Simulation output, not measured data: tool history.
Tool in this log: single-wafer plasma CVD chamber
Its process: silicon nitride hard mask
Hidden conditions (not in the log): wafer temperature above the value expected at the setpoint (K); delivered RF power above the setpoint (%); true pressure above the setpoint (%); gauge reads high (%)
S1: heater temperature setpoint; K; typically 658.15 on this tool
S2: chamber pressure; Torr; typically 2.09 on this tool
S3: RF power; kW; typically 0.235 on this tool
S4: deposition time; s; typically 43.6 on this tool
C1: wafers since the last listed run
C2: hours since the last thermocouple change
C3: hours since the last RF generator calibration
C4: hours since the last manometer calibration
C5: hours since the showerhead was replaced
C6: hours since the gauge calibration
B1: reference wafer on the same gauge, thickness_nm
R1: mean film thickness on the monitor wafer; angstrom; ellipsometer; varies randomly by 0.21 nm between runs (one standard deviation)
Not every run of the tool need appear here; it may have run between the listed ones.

run	day	S1	S2	S3	S4	C1	C2	C3	C4	C5	C6	B1	R1
1	0.000	658.15	2.09	0.235	43.6	0	286.7	430.7	1248.2	7321.8	1604.1	48.262	418.00
2	3.100	658.15	2.09	0.235	43.6	1556	361.1	505.1	1322.6	7396.2	1678.5	48.277	413.12
3	7.550	658.15	2.09	0.235	43.6	2234	467.9	611.9	1429.4	7503.0	1785.3	48.321	416.60
4	11.050	658.15	2.09	0.235	43.6	1757	551.9	695.9	1513.4	7587.0	1869.3	48.312	416.75
5	13.442	658.15	2.35	0.235	43.6	1200	609.3	753.3	1570.8	7644.4	1926.7	48.278	428.62
# day 16.375: showerhead replaced
6	16.946	658.15	2.30	0.235	43.6	1591	693.4	837.4	1654.9	13.7	2010.8	48.331	428.91
# day 23.962: RF generator calibrated
7	29.042	658.15	2.09	0.235	43.6	5905	983.7	121.9	1945.2	304.0	2301.1	48.270	415.73
8	30.546	658.15	2.09	0.235	43.6	755	1019.8	158.0	1981.3	340.1	2337.2	48.324	414.65
9	33.412	658.15	2.40	0.235	43.6	1439	1088.6	226.8	2050.1	408.9	2406.0	48.333	433.12
# day 36.842: thermocouple changed; heater temperature recalibrated
10	37.033	658.15	2.09	0.235	43.6	1650	4.6	313.7	2137.0	495.8	2492.9	48.278	418.86
11	38.721	663.15	2.09	0.235	47.1	847	45.1	354.2	2177.5	536.3	2533.4	48.282	456.16
12	40.617	658.15	2.09	0.235	43.6	951	90.6	399.7	2223.0	581.8	2578.9	48.260	417.90
13	42.746	663.15	2.09	0.235	49.7	1068	141.7	450.8	2274.1	632.9	2630.0	48.295	474.59
14	46.400	658.15	2.09	0.205	43.6	1834	229.4	538.5	2361.8	720.6	2717.7	48.343	366.85
15	50.608	658.15	2.09	0.235	38.0	2112	330.4	639.5	2462.8	821.6	2818.7	48.301	364.74
16	52.475	669.15	2.55	0.235	43.6	937	375.2	684.3	2507.6	866.4	2863.5	48.271	431.98
# day 54.771: gauge calibrated
17	54.838	649.15	2.09	0.260	43.6	1186	431.9	741.0	2564.3	923.1	1.6	48.384	458.47
18	56.542	658.15	2.09	0.235	43.6	855	472.8	781.9	2605.2	964.0	42.5	48.268	420.55
19	58.696	653.15	1.61	0.205	46.7	1081	524.5	833.6	2656.9	1015.7	94.2	48.268	372.71
20	62.529	658.15	2.09	0.235	43.6	1924	616.5	925.6	2748.9	1107.7	186.2	48.330	420.66
# day 65.312: RF generator calibrated
21	66.575	658.15	1.69	0.235	36.3	1863	713.6	30.3	2846.0	1204.8	283.3	48.330	330.82
22	69.842	658.15	2.46	0.235	43.6	1640	792.0	108.7	2924.4	1283.2	361.7	48.282	433.16
# day 70.758: capacitance manometer re-zeroed and calibrated
23	73.354	666.15	2.09	0.235	37.9	1596	876.3	193.0	62.3	1367.5	446.0	48.319	361.96
24	75.862	653.15	2.34	0.220	49.0	1259	936.5	253.2	122.5	1427.7	506.2	48.287	453.76
25	80.158	648.15	2.09	0.235	43.6	2156	1039.6	356.3	225.6	1530.8	609.3	48.350	423.08
26	84.067	647.15	1.58	0.270	36.7	1962	1133.4	450.1	319.4	1624.6	703.1	48.305	372.76
# day 85.938: thermocouple changed; heater temperature recalibrated
27	87.158	662.15	1.60	0.245	43.6	1384	29.3	524.3	393.6	1698.8	777.3	48.323	410.55
28	89.558	658.15	2.09	0.235	40.9	1204	86.9	581.9	451.2	1756.4	834.9	48.372	391.74
29	94.033	658.15	2.34	0.235	43.6	2246	194.3	689.3	558.6	1863.8	942.3	48.312	428.26

Hidden state at the last listed run before each entry between runs and at the first one after, where it differs:
Runs 5 to 6: showerhead replaced (day 16.375)
  both runs share identical hidden conditions
Runs 6 to 7: RF generator calibrated (day 23.962)
  both runs share identical hidden conditions
Runs 9 to 10: thermocouple changed; heater temperature recalibrated (day 36.842)
  both runs share identical hidden conditions
Runs 16 to 17: gauge calibrated (day 54.771)
  both runs share identical hidden conditions
Runs 20 to 21: RF generator calibrated (day 65.312)
  both runs share identical hidden conditions
Runs 22 to 23: capacitance manometer re-zeroed and calibrated (day 70.758)
  both runs share identical hidden conditions
Runs 26 to 27: thermocouple changed; heater temperature recalibrated (day 85.938)
  both runs share identical hidden conditions

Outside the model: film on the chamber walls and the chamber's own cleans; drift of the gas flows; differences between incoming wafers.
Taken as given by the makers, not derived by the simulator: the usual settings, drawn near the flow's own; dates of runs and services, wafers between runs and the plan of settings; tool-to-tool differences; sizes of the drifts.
